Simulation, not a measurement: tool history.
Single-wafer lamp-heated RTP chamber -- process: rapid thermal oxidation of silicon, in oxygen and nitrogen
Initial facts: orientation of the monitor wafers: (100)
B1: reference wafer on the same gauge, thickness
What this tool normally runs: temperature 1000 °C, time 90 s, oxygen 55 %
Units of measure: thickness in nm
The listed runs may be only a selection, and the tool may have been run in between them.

run 1 hour=0.0 | temperature=1000 time=90 oxygen=55 | B1=5.434 | thickness=6.061
run 2 hour=42.1 | temperature=1000 time=90 oxygen=55 | B1=5.443 | thickness=6.108
run 3 hour=133.0 | temperature=1000 time=90 oxygen=55 | B1=5.436 | thickness=6.129
run 4 hour=213.1 | temperature=1000 time=90 oxygen=55 | B1=5.441 | thickness=6.096
-- hour=318.7 pyrometer window cleaned and pyrometer calibrated
run 5 hour=319.2 | temperature=1000 time=90 oxygen=55 | B1=5.431 | thickness=5.853
run 6 hour=398.6 | temperature=1000 time=90 oxygen=55 | B1=5.438 | thickness=5.866
run 7 hour=497.1 | temperature=1000 time=104 oxygen=55 | B1=5.436 | thickness=6.355
-- hour=526.5 gauge calibrated
run 8 hour=604.6 | temperature=1000 time=104 oxygen=61 | B1=5.441 | thickness=6.631
run 9 hour=648.2 | temperature=1000 time=90 oxygen=55 | B1=5.437 | thickness=5.985
run 10 hour=686.7 | temperature=1000 time=90 oxygen=55 | B1=5.440 | thickness=6.028
-- hour=722.3 oxygen flow controller replaced
run 11 hour=775.5 | temperature=1000 time=90 oxygen=55 | B1=5.425 | thickness=6.046
run 12 hour=866.3 | temperature=1022 time=103 oxygen=29 | B1=5.438 | thickness=6.039
run 13 hour=961.5 | temperature=1000 time=90 oxygen=55 | B1=5.436 | thickness=6.116
run 14 hour=1050.6 | temperature=979 time=90 oxygen=78 | B1=5.443 | thickness=5.876
run 15 hour=1137.6 | temperature=1000 time=116 oxygen=46 | B1=5.445 | thickness=6.421
run 16 hour=1240.5 | temperature=1000 time=64 oxygen=55 | B1=5.447 | thickness=5.240
run 17 hour=1343.1 | temperature=1000 time=90 oxygen=63 | B1=5.443 | thickness=6.427
-- hour=1353.8 pyrometer window cleaned and pyrometer calibrated
-- hour=1360.6 gauge calibrated
run 18 hour=1395.8 | temperature=971 time=112 oxygen=55 | B1=5.441 | thickness=5.241
run 19 hour=1489.6 | temperature=1013 time=103 oxygen=55 | B1=5.430 | thickness=6.934
run 20 hour=1545.4 | temperature=1000 time=123 oxygen=26 | B1=5.448 | thickness=5.310
run 21 hour=1614.3 | temperature=972 time=56 oxygen=55 | B1=5.432 | thickness=4.022
run 22 hour=1694.9 | temperature=1000 time=90 oxygen=55 | B1=5.447 | thickness=6.040
run 23 hour=1750.1 | temperature=1000 time=90 oxygen=55 | B1=5.444 | thickness=6.032

Each row is a separate what-if for the run after 23, all from the same tool condition, not one after another. Results?
run A hour=1750.5 | temperature=1000 time=90 oxygen=55 | B1=? | thickness=?
run B hour=1750.5 | temperature=990 time=90 oxygen=55 | B1=? | thickness=?
run C hour=1750.5 | temperature=1000 time=90 oxygen=33 | B1=? | thickness=?
run D hour=1750.5 | temperature=988 time=55 oxygen=32 | B1=? | thickness=?

run=A B1=5.442 thickness=6.027
run=B B1=5.442 thickness=5.608
run=C B1=5.442 thickness=5.067
run=D B1=5.442 thickness=3.800
With no hidden state in the tool, these same runs would have given:
run=A thickness=5.822
run=B thickness=5.416
run=C thickness=4.902
run=D thickness=3.691
